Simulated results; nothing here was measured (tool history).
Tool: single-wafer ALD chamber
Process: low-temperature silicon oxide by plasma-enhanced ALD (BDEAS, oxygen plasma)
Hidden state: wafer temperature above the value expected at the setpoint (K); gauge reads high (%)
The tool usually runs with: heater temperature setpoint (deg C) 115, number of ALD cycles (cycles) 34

run   hour  heater temperature setpoint (deg C)  number of ALD cycles (cycles)  wafers since the last listed run  hours since the last thermocouple change  hours since the gauge calibration  read-back reference wafer on the same gauge, thickness_nm  mean film thickness on the monitor wafer (Å)
  1      0                                  115                             39                                 0                                    2397.2                               63.6                                                      5.609                                         55.19
  2   17.5                                  115                             39                               126                                    2414.7                               81.1                                                      5.615                                         54.62
  3   28.5                                  115                             31                                79                                    2425.7                               92.1                                                      5.607                                         43.61
  4   43.3                                  115                             34                               107                                    2440.5                              106.9                                                       5.61                                         47.94
  5   59.9                                  115                             34                               120                                    2457.1                              123.5                                                      5.616                                         47.92
  6   69.2                                  115                             34                                67                                    2466.4                              132.8                                                      5.617                                         48.02
  7   75.9                                  115                             34                                48                                    2473.1                              139.5                                                      5.609                                         47.84
      85.4  -- gauge calibrated
      87.6  -- thermocouple changed; heater temperature recalibrated
  8   88.5                                  115                             34                                33                                       0.9                                3.1                                                      5.608                                         47.67
  9   95.1                                  108                             31                                47                                       7.5                                9.7                                                      5.612                                         43.99
 10  102.4                                  106                             37                                52                                      14.8                                 17                                                      5.608                                         52.58
 11  138.9                                  115                             41                               264                                      51.3                               53.5                                                       5.61                                          57.7
 12  156.4                                  121                             40                               126                                      68.8                                 71                                                      5.618                                         55.91
 13  165.4                                  109                             28                                65                                      77.8                                 80                                                      5.608                                         39.84
 14  172.4                                  105                             34                                50                                      84.8                                 87                                                      5.612                                         48.61
 15  180.2                                  115                             27                                56                                      92.6                               94.8                                                      5.606                                         37.97
 16  203.4                                  115                             34                               168                                     115.8                                118                                                      5.616                                         47.89
     203.4  -- gauge calibrated
 17  229.6                                  115                             34                               189                                       142                               26.2                                                      5.611                                         48.04
 18  243.1                                  110                             31                                97                                     155.5                               39.7                                                      5.609                                         44.03
 19  260.9                                  128                             37                               128                                     173.3                               57.5                                                      5.612                                         50.95

Each row is a separate what-if for the run after 19, all from the same tool condition, not one after another. Results?
  A  261.4                                  119                             34                                 3                                     173.8                                 58                                                          ?                                             ?
  B  261.4                                  120                             37                                 3                                     173.8                                 58                                                          ?                                             ?
  C  261.4                                  124                             28                                 3                                     173.8                                 58                                                          ?                                             ?
  D  261.4                                  119                             31                                 3                                     173.8                                 58                                                          ?                                             ?
  E  261.4                                  127                             34                                 3                                     173.8                                 58                                                          ?                                             ?

run  read-back reference wafer on the same gauge, thickness_nm  mean film thickness on the monitor wafer (Å)
  A                                                      5.616                                         47.44
  B                                                      5.616                                         51.54
  C                                                      5.616                                         38.75
  D                                                      5.616                                         43.26
  E                                                      5.616                                         46.82
With no hidden state in the tool, these same runs would have given:
run  mean film thickness on the monitor wafer (Å)
  A                                         47.44
  B                                         51.54
  C                                         38.75
  D                                         43.26
  E                                         46.82
